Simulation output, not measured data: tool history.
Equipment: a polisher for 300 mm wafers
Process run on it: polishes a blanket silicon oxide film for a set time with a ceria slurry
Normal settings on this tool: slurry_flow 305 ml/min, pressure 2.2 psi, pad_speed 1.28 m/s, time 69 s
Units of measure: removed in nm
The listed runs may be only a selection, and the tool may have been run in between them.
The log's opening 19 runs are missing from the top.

run    hour  slurry_flow  pressure  pad_speed  time  incoming thickness of the incoming film, nm  removed
      483.8  -- slurry nozzle cleaned
 20   509.8          305       2.2       1.28    69                                        928.2    317.7
 21   543.3          305       2.2       1.28    79                                        939.5    357.1
 22   577.1          305       1.5       1.28    69                                        942.9    220.9
 23   595.5          370       2.2       1.28    48                                        941.6    221.9
 24   613.4          275       2.9       1.28    69                                        948.5    401.3
 25   641.6          305       2.2       1.28    52                                        958.4    231.4
      657.1  -- worn pad replaced by a new one
 26   675.9          305       2.2       1.28    69                                        947.7    321.4
 27   693.4          305       2.2       1.28    69                                        940.3    309.9
      754.6  -- head pressure recalibrated
 28   774.1          200       1.9       1.10    93                                        939.6    322.4
      784.9  -- slurry nozzle cleaned
 29   809.5          305       2.9       1.00    61                                        924.5    314.1
 30   830.6          305       2.2       1.28    69                                        939.7    294.8
      835.1  -- worn pad replaced by a new one
 31   916.6          305       2.2       1.28    69                                        932.8    310.7
 32   931.7          385       2.2       1.28    69                                        940.8    316.6
 33   966.4          305       2.2       1.28    81                                        944.6    366.9
 34   980.2          375       2.2       1.54    69                                        944.2    352.7
 35  1008.6          385       2.6       1.28    85                                        958.6    442.6

Predict each of these 4 candidate next runs independently; none follows another, all start after run 35:
  A  1009.0          305       2.2       1.28    69                                        943.3        ?
  B  1009.0          305       2.6       1.48    89                                        943.3        ?
  C  1009.0          365       2.2       1.28    69                                        943.3        ?
  D  1009.0          245       2.0       1.06    87                                        943.3        ?

run  removed
  A    311.3
  B    519.1
  C    314.3
  D    316.3
Without the tool's unlogged condition, the same runs would have read:
run  removed
  A    328.4
  B    547.5
  C    331.5
  D    333.6

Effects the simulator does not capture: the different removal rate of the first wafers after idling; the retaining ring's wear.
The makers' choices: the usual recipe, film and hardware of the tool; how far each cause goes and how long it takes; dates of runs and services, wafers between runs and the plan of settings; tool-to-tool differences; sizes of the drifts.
